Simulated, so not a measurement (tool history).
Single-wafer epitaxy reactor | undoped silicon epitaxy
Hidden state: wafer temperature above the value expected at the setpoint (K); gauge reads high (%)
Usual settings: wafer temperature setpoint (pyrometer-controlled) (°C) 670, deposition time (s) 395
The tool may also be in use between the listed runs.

run,hour,wafer temperature setpoint (pyrometer-controlled) (°C),deposition time (s),wafers since the last listed run,hours since the last pyrometer calibration,hours since the gauge calibration,"read-back reference wafer on the same gauge, thickness_nm",mean film thickness on the monitor wafer (angstrom)
1,0.0,681,395,0,1871.5,153.5,109.461,1062.89
2,26.1,681,395,156,1897.6,179.6,109.531,1065.41
3,44.1,670,395,107,1915.6,197.6,109.571,880.05
4,61.6,670,395,104,1933.1,215.1,109.362,868.38
5,93.1,670,359,188,1964.6,246.6,109.524,788.15
6,127.5,670,359,205,1999.0,281.0,109.436,786.71
7,148.8,670,359,127,2020.3,302.3,109.657,782.62
8,168.0,670,352,114,2039.5,321.5,109.824,769.94
9,183.4,670,352,92,2054.9,336.9,109.623,762.51
# hour 203.1: gauge calibrated
10,218.8,670,395,211,2090.3,15.7,109.423,862.43
11,239.7,670,395,125,2111.2,36.6,109.612,857.88
12,255.6,670,395,95,2127.1,52.5,109.352,850.81
13,276.8,661,342,126,2148.3,73.7,109.606,626.23
14,307.0,656,326,180,2178.5,103.9,109.537,544.28
# hour 324.5: pyrometer calibrated
15,325.0,680,426,59,0.5,121.9,109.517,1222.56
16,346.1,660,344,126,21.6,143.0,109.437,680.89
17,361.0,674,316,89,36.5,157.9,109.548,806.22
18,389.5,666,348,170,65.0,186.4,109.259,762.11
19,414.5,658,316,149,90.0,211.4,109.571,604.05

Run 20 comes next. What will it give?
20,435.8,670,395,127,111.3,232.7,?,?

Run 20 gave read-back reference wafer on the same gauge, thickness_nm 109.420, mean film thickness on the monitor wafer (angstrom) 940.08.
Without the tool's hidden state the same run would have given mean film thickness on the monitor wafer (angstrom) 949.18.
